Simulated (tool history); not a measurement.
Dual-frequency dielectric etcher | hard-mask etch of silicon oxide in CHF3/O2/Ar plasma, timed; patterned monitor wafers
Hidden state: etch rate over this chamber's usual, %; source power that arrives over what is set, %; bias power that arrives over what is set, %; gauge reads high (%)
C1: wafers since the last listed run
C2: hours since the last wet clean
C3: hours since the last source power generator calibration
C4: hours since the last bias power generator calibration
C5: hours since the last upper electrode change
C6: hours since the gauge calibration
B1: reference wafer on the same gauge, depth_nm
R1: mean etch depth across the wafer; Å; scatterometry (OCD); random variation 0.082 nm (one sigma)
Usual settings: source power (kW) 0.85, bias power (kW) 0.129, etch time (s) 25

Run 1, hour 0: usual settings but source power (kW) 0.92; C1 0; C2 305.6; C3 2910.1; C4 4286.9; C5 3327.5; C6 338.9; B1 58.9. Result: R1 549 Å.
At hour 34.8: wet clean of the chamber.
Run 2, hour 67: usual settings but etch time (s) 30; C1 559; C2 32.2; C3 2977.1; C4 4353.9; C5 3394.5; C6 405.9; B1 58.9. Result: R1 652 Å.
Run 3, hour 121.2: usual settings but etch time (s) 27; C1 705; C2 86.4; C3 3031.3; C4 4408.1; C5 3448.7; C6 460.1; B1 58.9. Result: R1 586 Å.
Run 4, hour 192.7: usual settings but etch time (s) 27; C1 930; C2 157.9; C3 3102.8; C4 4479.6; C5 3520.2; C6 531.6; B1 58.9. Result: R1 583 Å.
At hour 363.1: gauge calibrated.
At hour 370.6: source power generator calibrated.
At hour 410.5: wet clean of the chamber.
Run 5, hour 411: usual settings but bias power (kW) 0.137; C1 2475; C2 0.5; C3 40.4; C4 4697.9; C5 3738.5; C6 47.9; B1 58.9. Result: R1 554 Å.
Run 6, hour 452.4: usual settings; C1 538; C2 41.9; C3 81.8; C4 4739.3; C5 3779.9; C6 89.3; B1 58.9. Result: R1 544 Å.
Run 7, hour 490: usual settings but etch time (s) 29.5; C1 489; C2 79.5; C3 119.4; C4 4776.9; C5 3817.5; C6 126.9; B1 58.9. Result: R1 640 Å.
At hour 531.7: bias power generator calibrated.
Run 8, hour 555.2: usual settings; C1 796; C2 144.7; C3 184.6; C4 23.5; C5 3882.7; C6 192.1; B1 58.9. Result: R1 542 Å.
Run 9, hour 619.6: usual settings but source power (kW) 1, etch time (s) 19; C1 837; C2 209.1; C3 249; C4 87.9; C5 3947.1; C6 256.5; B1 58.9. Result: R1 425 Å.
Run 10, hour 652.5: usual settings but source power (kW) 0.96, bias power (kW) 0.151, etch time (s) 18.5; C1 428; C2 242; C3 281.9; C4 120.8; C5 3980; C6 289.4; B1 58.9. Result: R1 430 Å.

Forecast run 11:
Run 11, hour 709.6: usual settings but source power (kW) 0.67, bias power (kW) 0.159; C1 742; C2 299.1; C3 339; C4 177.9; C5 4037.1; C6 346.5; B1 ?. Result: R1 ?.

{"run 11": {"B1": 58.9, "R1": 549}}
Without the tool's hidden state the same run would have given R1 555 Å.

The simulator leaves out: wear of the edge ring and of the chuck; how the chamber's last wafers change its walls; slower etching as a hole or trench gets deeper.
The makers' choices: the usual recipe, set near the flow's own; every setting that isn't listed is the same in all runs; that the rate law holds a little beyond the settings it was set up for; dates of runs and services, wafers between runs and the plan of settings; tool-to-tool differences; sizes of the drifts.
